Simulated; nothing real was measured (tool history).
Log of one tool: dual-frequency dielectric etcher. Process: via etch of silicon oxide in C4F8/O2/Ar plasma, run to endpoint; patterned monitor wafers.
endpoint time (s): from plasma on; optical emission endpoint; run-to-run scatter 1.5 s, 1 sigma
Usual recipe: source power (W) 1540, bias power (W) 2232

run	hour	source power (W)	bias power (W)	incoming incoming film thickness, nm	endpoint time (s)
1	0.0	1540	2232	930.8	209.0
2	28.3	1540	2232	921.8	208.5
3	92.5	1540	2232	922.1	221.9
4	120.0	1460	2232	925.1	223.8
5	145.4	1460	2232	924.8	223.4
6	217.1	1540	2540	932.1	211.2
7	279.6	1540	2232	921.5	214.4
8	307.0	1540	2232	925.9	213.6
9	376.5	1540	2232	924.2	211.3
10	447.9	1540	2232	931.7	214.1
11	510.9	1540	2232	918.9	209.9
12	539.8	1540	2232	919.5	208.0
13	602.0	1540	2368	920.2	210.8
14	669.7	1540	2368	924.3	212.2
15	701.5	1540	2232	916.3	215.9
16	754.8	1650	2593	925.0	199.4
17	865.1	1540	2232	918.6	212.6
18	939.1	1370	2232	922.4	221.6
19	968.8	1540	2232	909.7	207.8
20	1012.9	1850	2003	913.8	200.0
21	1052.4	1760	1897	916.3	206.3
22	1122.1	1390	2232	920.3	231.4
23	1187.4	1540	2580	924.3	207.2
24	1244.4	1200	2232	917.4	237.4
25	1270.1	1540	2232	924.6	217.9
26	1299.7	1280	2386	918.4	225.1
27	1379.7	1750	2232	925.1	203.4
28	1450.1	1540	2728	931.0	200.2
29	1514.0	1810	1766	924.0	213.1
30	1541.5	1540	2232	930.1	215.0
31	1602.6	1740	2580	914.9	187.3
32	1666.2	1400	2740	925.4	202.4
33	1712.6	1290	2232	929.0	237.0
34	1729.9	1540	2232	927.4	221.2

Withheld: 7 entries from between the runs. Position of each, and hidden state at the listed run before versus the listed run after:
Logged between run 2 and run 3: wet clean of the chamber (hour 58.9)
  etch rate over this chamber's usual, %: 5.15 -> -0.0049
  measured result minus the result with no hidden state, endpoint time (s): -10.7 -> +0.0
Logged between run 11 and run 12: bias power generator calibrated (hour 535.4)
  etch rate over this chamber's usual, %: 3.81 -> 4.08
  measured result minus the result with no hidden state, endpoint time (s): -8.0 -> -8.5
Logged between run 12 and run 13: wet clean of the chamber (hour 571.2)
  etch rate over this chamber's usual, %: 4.08 -> 0.831
  measured result minus the result with no hidden state, endpoint time (s): -8.5 -> -1.8
Logged between run 15 and run 16: source power generator calibrated (hour 728.3)
  etch rate over this chamber's usual, %: 1.74 -> 2.22
  measured result minus the result with no hidden state, endpoint time (s): -3.7 -> -4.4
Logged between run 21 and run 22: wet clean of the chamber (hour 1079.5); upper electrode replaced (hour 1094.2)
  etch rate over this chamber's usual, %: 4.94 -> 0.076
  measured result minus the result with no hidden state, endpoint time (s): -10.2 -> -0.1
Logged between run 32 and run 33: wet clean of the chamber (hour 1712.1)
  etch rate over this chamber's usual, %: 5.04 -> -0.00482
  measured result minus the result with no hidden state, endpoint time (s): -10.2 -> +0.0

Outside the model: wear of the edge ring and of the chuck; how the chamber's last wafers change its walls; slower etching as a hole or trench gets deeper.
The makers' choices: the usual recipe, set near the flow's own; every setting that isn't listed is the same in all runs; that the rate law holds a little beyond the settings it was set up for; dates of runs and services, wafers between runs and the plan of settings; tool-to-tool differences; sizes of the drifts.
